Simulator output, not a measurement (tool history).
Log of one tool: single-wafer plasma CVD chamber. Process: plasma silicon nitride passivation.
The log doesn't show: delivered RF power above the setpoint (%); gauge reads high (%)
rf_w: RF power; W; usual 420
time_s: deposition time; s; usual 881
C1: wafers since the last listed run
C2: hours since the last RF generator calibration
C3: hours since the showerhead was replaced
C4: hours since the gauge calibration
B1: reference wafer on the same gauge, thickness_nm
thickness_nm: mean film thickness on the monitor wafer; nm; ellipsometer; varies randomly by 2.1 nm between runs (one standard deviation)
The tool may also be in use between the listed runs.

Run 1, day 0: usual settings; C1 0; C2 650.3; C3 4561.6; C4 117.9; B1 1401.137. Result: thickness_nm 1174.31 nm.
Run 2, day 0.542: usual settings but rf_w 400 W, time_s 765 s; C1 22; C2 663.3; C3 4574.6; C4 130.9; B1 1400.003. Result: thickness_nm 1008.693 nm.
Run 3, day 1.158: usual settings but rf_w 400 W, time_s 765 s; C1 25; C2 678.1; C3 4589.4; C4 145.7; B1 1400.706. Result: thickness_nm 1006.596 nm.
Run 4, day 1.575: usual settings but rf_w 400 W, time_s 765 s; C1 17; C2 688.1; C3 4599.4; C4 155.7; B1 1400.35. Result: thickness_nm 1009.328 nm.
Run 5, day 2.271: usual settings but time_s 762 s; C1 28; C2 704.8; C3 4616.1; C4 172.4; B1 1399.951. Result: thickness_nm 1015.872 nm.
Run 6, day 2.608: usual settings; C1 13; C2 712.9; C3 4624.2; C4 180.5; B1 1399.962. Result: thickness_nm 1178.481 nm.
Run 7, day 2.875: usual settings; C1 11; C2 719.3; C3 4630.6; C4 186.9; B1 1399.784. Result: thickness_nm 1176.794 nm.
Run 8, day 3.446: usual settings; C1 23; C2 733; C3 4644.3; C4 200.6; B1 1399.461. Result: thickness_nm 1173.129 nm.
Run 9, day 4.117: usual settings; C1 27; C2 749.1; C3 4660.4; C4 216.7; B1 1400.51. Result: thickness_nm 1176.495 nm.
Run 10, day 4.683: usual settings; C1 23; C2 762.7; C3 4674; C4 230.3; B1 1400.27. Result: thickness_nm 1171.701 nm.
Run 11, day 5.279: usual settings; C1 24; C2 777; C3 4688.3; C4 244.6; B1 1399.858. Result: thickness_nm 1175.56 nm.
At day 5.862: showerhead replaced.
Run 12, day 5.9: usual settings but rf_w 475 W; C1 11; C2 791.9; C3 0.9; C4 259.5; B1 1400.617. Result: thickness_nm 1216.316 nm.
At day 6.05: gauge calibrated.
Run 13, day 6.25: usual settings; C1 14; C2 800.3; C3 9.3; C4 4.8; B1 1400.543. Result: thickness_nm 1178.994 nm.
Run 14, day 6.704: usual settings; C1 18; C2 811.2; C3 20.2; C4 15.7; B1 1399.794. Result: thickness_nm 1172.302 nm.
At day 7.133: RF generator calibrated.
Run 15, day 7.154: usual settings; C1 4; C2 0.5; C3 31; C4 26.5; B1 1399.351. Result: thickness_nm 1202.512 nm.
Run 16, day 7.717: usual settings; C1 23; C2 14; C3 44.5; C4 40; B1 1400.165. Result: thickness_nm 1204.314 nm.
Run 17, day 8.162: usual settings; C1 18; C2 24.7; C3 55.2; C4 50.7; B1 1400.249. Result: thickness_nm 1201.532 nm.
Run 18, day 8.825: usual settings but time_s 764 s; C1 27; C2 40.6; C3 71.1; C4 66.6; B1 1400.067. Result: thickness_nm 1037.647 nm.
Run 19, day 9.467: usual settings; C1 26; C2 56; C3 86.5; C4 82; B1 1400.699. Result: thickness_nm 1201.664 nm.
Run 20, day 9.871: usual settings but rf_w 375 W, time_s 707 s; C1 16; C2 65.7; C3 96.2; C4 91.7; B1 1400.749. Result: thickness_nm 930.493 nm.
Run 21, day 10.15: usual settings; C1 11; C2 72.4; C3 102.9; C4 98.4; B1 1399.085. Result: thickness_nm 1199.315 nm.
Run 22, day 10.538: usual settings but rf_w 340 W, time_s 1037 s; C1 15; C2 81.7; C3 112.2; C4 107.7; B1 1399.984. Result: thickness_nm 1333.041 nm.
Run 23, day 11.004: usual settings; C1 19; C2 92.9; C3 123.4; C4 118.9; B1 1400.102. Result: thickness_nm 1194.611 nm.
Run 24, day 11.492: usual settings but time_s 942 s; C1 20; C2 104.6; C3 135.1; C4 130.6; B1 1401.238. Result: thickness_nm 1280.34 nm.
Run 25, day 11.779: usual settings but rf_w 340 W; C1 11; C2 111.5; C3 142; C4 137.5; B1 1400.261. Result: thickness_nm 1129.859 nm.
Run 26, day 12.133: usual settings; C1 14; C2 120; C3 150.5; C4 146; B1 1400.957. Result: thickness_nm 1195.462 nm.
Run 27, day 12.521: usual settings but rf_w 355 W, time_s 952 s; C1 15; C2 129.3; C3 159.8; C4 155.3; B1 1399.934. Result: thickness_nm 1233.076 nm.
Run 28, day 12.796: usual settings but rf_w 400 W, time_s 970 s; C1 11; C2 135.9; C3 166.4; C4 161.9; B1 1400.476. Result: thickness_nm 1301.694 nm.
Run 29, day 13.158: usual settings but time_s 768 s; C1 14; C2 144.6; C3 175.1; C4 170.6; B1 1399.616. Result: thickness_nm 1038.132 nm.
Run 30, day 13.467: usual settings but time_s 1033 s; C1 12; C2 152; C3 182.5; C4 178; B1 1399.8. Result: thickness_nm 1400.354 nm.

Here are 5 independent what-if runs from the current tool condition. What would each one return?
Run A, day 13.492: usual settings; C1 1; C2 152.6; C3 183.1; C4 178.6; B1 ?. Result: thickness_nm ?.
Run B, day 13.492: usual settings but time_s 952 s; C1 1; C2 152.6; C3 183.1; C4 178.6; B1 ?. Result: thickness_nm ?.
Run C, day 13.492: usual settings but rf_w 465 W, time_s 1055 s; C1 1; C2 152.6; C3 183.1; C4 178.6; B1 ?. Result: thickness_nm ?.
Run D, day 13.492: usual settings but rf_w 490 W, time_s 785 s; C1 1; C2 152.6; C3 183.1; C4 178.6; B1 ?. Result: thickness_nm ?.
Run E, day 13.492: usual settings but rf_w 460 W, time_s 733 s; C1 1; C2 152.6; C3 183.1; C4 178.6; B1 ?. Result: thickness_nm ?.

run       B1  thickness_nm
  A  1400.09      1194.881
  B  1400.09      1291.177
  C  1400.09      1470.944
  D  1400.09      1110.271
  E  1400.09      1018.986
Without the tool's hidden state the same runs would have given:
run  thickness_nm
  A      1207.351
  B      1304.652
  C      1486.295
  D      1121.858
  E       1029.62
